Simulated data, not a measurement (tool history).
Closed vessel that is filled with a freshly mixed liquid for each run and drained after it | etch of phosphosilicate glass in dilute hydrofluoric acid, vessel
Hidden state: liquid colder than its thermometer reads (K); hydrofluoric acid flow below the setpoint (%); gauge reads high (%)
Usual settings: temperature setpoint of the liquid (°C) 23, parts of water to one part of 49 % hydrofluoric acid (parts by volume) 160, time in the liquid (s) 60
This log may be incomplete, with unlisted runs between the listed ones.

run    hour  temperature setpoint of the liquid (°C)  parts of water to one part of 49 % hydrofluoric acid (parts by volume)  time in the liquid (s)  wafers since the last listed run  hours since the thermometer was replaced  hours since the hydrofluoric acid flow meter was replaced  hours since the gauge calibration  read-back film thickness of the phosphosilicate glass reference wafer, read on the same gauge (nm)  thickness taken off the phosphosilicate glass on a monitor wafer (Å)
  1       0                                       23                                                                     160                      60                                 0                                       355                                                     1564.8                              321.5                                                                                                 120                                                                 212.9
  2    54.5                                       23                                                                     160                      60                              4068                                     409.5                                                     1619.3                                376                                                                                              120.02                                                                 206.9
  3   110.4                                       23                                                                     160                      60                              4173                                     465.4                                                     1675.2                              431.9                                                                                                 120                                                                 203.6
  4     136                                       23                                                                     160                      35                              1911                                       491                                                     1700.8                              457.5                                                                                              119.99                                                                 120.5
  5   200.1                                       23                                                                     160                      35                              4785                                     555.1                                                     1764.9                              521.6                                                                                              119.98                                                                 120.5
  6   233.1                                       23                                                                     160                      55                              2463                                     588.1                                                     1797.9                              554.6                                                                                              119.98                                                                 188.7
  7     297                                       23                                                                     160                      55                              4770                                       652                                                     1861.8                              618.5                                                                                              120.01                                                                 188.2
  8   368.1                                       23                                                                     160                      60                              5307                                     723.1                                                     1932.9                              689.6                                                                                              119.99                                                                 205.9
  9     406                                       23                                                                     160                      60                              2829                                       761                                                     1970.8                              727.5                                                                                                 120                                                                 203.9
      410.9  -- gauge calibrated
 10   470.7                                     24.5                                                                     115                      60                              4830                                     825.7                                                     2035.5                               59.8                                                                                                 120                                                                 317.7
 11   511.4                                       23                                                                     160                      30                              3038                                     866.4                                                     2076.2                              100.5                                                                                              120.01                                                                 101.6
 12   554.7                                       23                                                                     220                      40                              3232                                     909.7                                                     2119.5                              143.8                                                                                              120.03                                                                  93.5
      574.6  -- thermometer replaced
      600.1  -- hydrofluoric acid flow meter replaced
 13   708.7                                       20                                                                     185                      75                             11347                                     134.1                                                      108.6                              297.8                                                                                                 120                                                                 176.7
 14   765.6                                     18.5                                                                     225                      45                              4247                                       191                                                      165.5                              354.7                                                                                              120.01                                                                  78.3
      813.4  -- hydrofluoric acid flow meter replaced, repeated, since the last time left the tool worse
 15   820.3                                       23                                                                      85                      60                              4008                                     245.7                                                        6.9                              409.4                                                                                              120.03                                                                 457.3
 16     863                                       23                                                                     160                      60                              3187                                     288.4                                                       49.6                              452.1                                                                                              119.97                                                                 224.4
 17   888.7                                       23                                                                     160                      60                              1918                                     314.1                                                       75.3                              477.8                                                                                                 120                                                                 221.5
 18   937.5                                       23                                                                     110                      75                              3643                                     362.9                                                      124.1                              526.6                                                                                                 120                                                                 428.1
 19   986.2                                       23                                                                     140                      75                              3635                                     411.6                                                      172.8                              575.3                                                                                                 120                                                                 321.7
 20  1041.2                                       23                                                                     160                      60                              4106                                     466.6                                                      227.8                              630.3                                                                                              120.01                                                                   220
 21  1077.9                                     24.5                                                                     115                      60                              2739                                     503.3                                                      264.5                                667                                                                                              119.98                                                                 343.5
 22  1141.7                                     25.5                                                                     115                      75                              4763                                     567.1                                                      328.3                              730.8                                                                                                 120                                                                 449.1

Here are 4 independent what-if runs from the current tool condition. What would each one return?
  A  1142.4                                     24.5                                                                     160                      60                                52                                     567.8                                                        329                              731.5                                                                                                   ?                                                                     ?
  B  1142.4                                       26                                                                     100                      80                                52                                     567.8                                                        329                              731.5                                                                                                   ?                                                                     ?
  C  1142.4                                       23                                                                     110                      95                                52                                     567.8                                                        329                              731.5                                                                                                   ?                                                                     ?
  D  1142.4                                     26.5                                                                     230                      35                                52                                     567.8                                                        329                              731.5                                                                                                   ?                                                                     ?

run  read-back film thickness of the phosphosilicate glass reference wafer, read on the same gauge (nm)  thickness taken off the phosphosilicate glass on a monitor wafer (Å)
  A                                                                                              120.02                                                                 234.6
  B                                                                                              120.02                                                                 570.5
  C                                                                                              120.02                                                                 540.6
  D                                                                                              120.02                                                                  94.6
With the hidden condition removed and each run's random variation left untouched, the same runs would have given:
run  thickness taken off the phosphosilicate glass on a monitor wafer (Å)
  A                                                                 238.4
  B                                                                 579.4
  C                                                                 549.1
  D                                                                  96.2

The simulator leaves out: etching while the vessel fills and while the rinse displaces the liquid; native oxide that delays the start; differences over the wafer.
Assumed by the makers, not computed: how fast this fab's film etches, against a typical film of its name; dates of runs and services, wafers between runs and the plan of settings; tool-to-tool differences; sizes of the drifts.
